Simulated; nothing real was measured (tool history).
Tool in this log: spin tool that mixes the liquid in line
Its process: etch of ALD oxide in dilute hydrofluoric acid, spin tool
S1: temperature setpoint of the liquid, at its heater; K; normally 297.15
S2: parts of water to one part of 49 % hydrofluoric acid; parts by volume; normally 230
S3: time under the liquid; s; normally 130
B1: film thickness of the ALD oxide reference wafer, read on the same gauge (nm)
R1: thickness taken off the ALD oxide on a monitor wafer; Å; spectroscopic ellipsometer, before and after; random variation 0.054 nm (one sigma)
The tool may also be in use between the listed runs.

run,day,S1,S2,S3,B1,R1
1,0,297.15,195,130,130.01,176.3
2,1.271,297.15,230,75,130.01,81.5
3,3.746,297.15,230,75,129.98,81.7
4,6.554,297.15,230,75,130,81.7
5,9.504,297.15,175,130,129.99,197.3
# day 10.392: gauge calibrated
# day 11.112: thermometer replaced
6,11.133,297.15,175,130,130.04,200.9
7,13.85,297.15,230,130,130.01,144
8,15.546,297.15,230,130,130,143.3
# day 17.175: hydrofluoric acid flow meter replaced
9,17.196,293.15,300,130,129.98,97.3
10,20.088,297.15,230,165,129.99,196.9
11,22.112,299.15,310,70,130.02,60.8
12,24.7,297.15,230,130,130.01,153.3
13,26.325,294.15,265,130,130.02,115.3
14,29.275,297.15,230,80,129.99,93.6

Forecast each of these 5 alternatives for the next run:
A,29.296,297.15,230,130,?,?
B,29.296,299.65,305,100,?,?
C,29.296,292.15,230,80,?,?
D,29.296,297.15,160,130,?,?
E,29.296,300.65,150,90,?,?

run,B1,R1
A,130,152.8
B,130,89.4
C,130,78
D,130,237.1
E,130,202
The same runs, with their run-to-run variation unchanged, on a tool lacking any hidden condition would have given:
run,R1
A,158.1
B,92.6
C,80.7
D,245.1
E,208.8

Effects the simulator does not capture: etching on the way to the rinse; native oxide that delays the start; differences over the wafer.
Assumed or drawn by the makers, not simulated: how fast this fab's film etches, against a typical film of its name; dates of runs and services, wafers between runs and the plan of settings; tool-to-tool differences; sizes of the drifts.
